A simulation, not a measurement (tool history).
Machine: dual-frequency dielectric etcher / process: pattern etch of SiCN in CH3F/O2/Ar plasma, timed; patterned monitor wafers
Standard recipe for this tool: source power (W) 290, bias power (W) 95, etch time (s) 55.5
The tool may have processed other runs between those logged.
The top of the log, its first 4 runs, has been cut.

run    hour  source power (W)  bias power (W)  etch time (s)  read-back reference wafer on the same gauge, depth_nm  mean etch depth across the wafer (nm)
  5   185.1               290              95           55.5                                                  18.59                                  19.63
  6   232.2               290              95           55.5                                                  18.61                                  19.59
      272.0  -- wet clean of the chamber
  7   272.5               290              95           55.5                                                  18.68                                  19.80
  8   316.6               290              80           55.5                                                  18.64                                  18.83
  9   361.2               290              80           55.5                                                  18.61                                  18.60
 10   418.6               330              95           47.0                                                  18.59                                  17.41
 11   472.0               260              78           47.0                                                  18.57                                  15.14
 12   512.8               310              95           42.0                                                  18.54                                  15.31
 13   556.1               360              95           69.5                                                  18.67                                  26.60
 14   622.3               290              95           55.5                                                  18.59                                  19.61
      692.8  -- wet clean of the chamber
 15   693.3               290              95           55.5                                                  18.62                                  19.59
      700.4  -- gauge calibrated
 16   722.2               290              95           55.5                                                  18.59                                  19.47
 17   790.6               290              95           55.5                                                  18.66                                  19.49
 18   859.4               250             111           63.0                                                  18.62                                  21.85
      868.7  -- bias power generator calibrated
 19   908.4               330              95           63.0                                                  18.60                                  23.46
      924.8  -- source power generator calibrated
 20   933.2               290              95           55.5                                                  18.63                                  19.68
 21   962.7               290             113           69.0                                                  18.64                                  25.65
     1017.9  -- upper electrode replaced
 22  1020.3               230              95           46.0                                                  18.59                                  15.11
 23  1063.9               250             107           40.0                                                  18.65                                  13.96
 24  1134.0               290              95           40.5                                                  18.64                                  14.50
 25  1165.6               360              95           69.5                                                  18.59                                  26.82

Forecast run 26:
     1237.6  -- wet clean of the chamber
 26  1238.1               290              95           63.5                                                      ?                                      ?

{"run 26": {"read-back reference wafer on the same gauge, depth_nm": 18.64, "mean etch depth across the wafer (nm)": 22.62}}
With no hidden state in the tool, this same run would have given mean etch depth across the wafer (nm) 22.73.
